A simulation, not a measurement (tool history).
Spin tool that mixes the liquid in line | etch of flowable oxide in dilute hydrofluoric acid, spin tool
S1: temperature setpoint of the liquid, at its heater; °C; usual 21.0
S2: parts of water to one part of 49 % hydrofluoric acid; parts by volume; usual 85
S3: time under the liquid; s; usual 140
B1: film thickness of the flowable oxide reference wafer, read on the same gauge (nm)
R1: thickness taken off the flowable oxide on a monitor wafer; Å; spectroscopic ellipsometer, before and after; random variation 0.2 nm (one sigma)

run     day    S1   S2   S3     B1      R1
  1   0.000  21.0   85  140  49.99   593.1
  2   3.667  21.0   85  140  50.02   590.4
  3   7.279  21.0   85  140  50.02   589.8
  4  10.642  21.0   85  140  50.01   586.4
  5  12.804  21.0   85  140  50.00   588.5
  6  15.633  21.0   85  190  49.99   797.7
  7  18.188  21.0   85  190  49.98   796.4
  8  21.429  21.0   85  140  49.99   587.6
  9  24.396  21.0   85  140  49.99   584.6
 10  27.221  21.0  110   85  49.99   267.0
 11  28.900  21.0   85  140  49.99   587.3
     29.158  -- gauge calibrated
 12  30.929  21.0   85  140  50.00   584.4
 13  34.417  21.0   85  140  49.99   587.4
 14  37.871  21.0   85  140  50.01   581.7
     41.079  -- thermometer replaced
 15  42.262  21.0   85  140  49.97   551.8
 16  46.267  21.0   70  140  50.02   679.4
 17  47.808  21.0   85  140  49.99   549.1
 18  49.675  22.5   65  105  50.00   587.6
     53.846  -- thermometer replaced, repeated, since the last time left the tool worse
 19  54.150  21.0   85  140  49.99   615.2
 20  57.612  21.0  120  140  49.98   418.9
     59.517  -- hydrofluoric acid flow meter replaced
 21  61.192  21.0   85  140  49.99   618.7
 22  63.283  26.0   65   95  50.00   684.0
 23  66.550  24.5   75  180  49.99  1039.2
 24  70.808  21.0   85   60  50.00   261.3
 25  73.846  23.0  105   75  50.00   280.0
     74.954  -- gauge calibrated
 26  78.229  24.0   70  140  50.00   847.7

Hidden state or all else? Some run-to-run changes of R1, split into what the settings, what came in and random variation would give without the hidden state, and what is left for the hidden state (with any gauge scatter that isn't in both results):
The hidden state here: liquid colder than its thermometer reads (K); hydrofluoric acid flow above the setpoint (%); gauge reads high (%).
Run 14 -> 15: thermometer replaced. R1 -29.9 Å: hidden state -30.4, all else +0.5.
Run 18 -> 19: S1 22.5 -> 21.0, S2 65 -> 85, S3 105 -> 140, thermometer replaced, repeated, since the last time left the tool worse. R1 +27.6 Å: hidden state +71.8, all else -44.2.
Run 23 -> 24: S1 24.5 -> 21.0, S2 75 -> 85, S3 180 -> 60. R1 -777.9 Å: hidden state +4.2, all else -782.1.
Run 25 -> 26: S1 23.0 -> 24.0, S2 105 -> 70, S3 75 -> 140, gauge calibrated. R1 +567.7 Å: hidden state -7.5, all else +575.2.
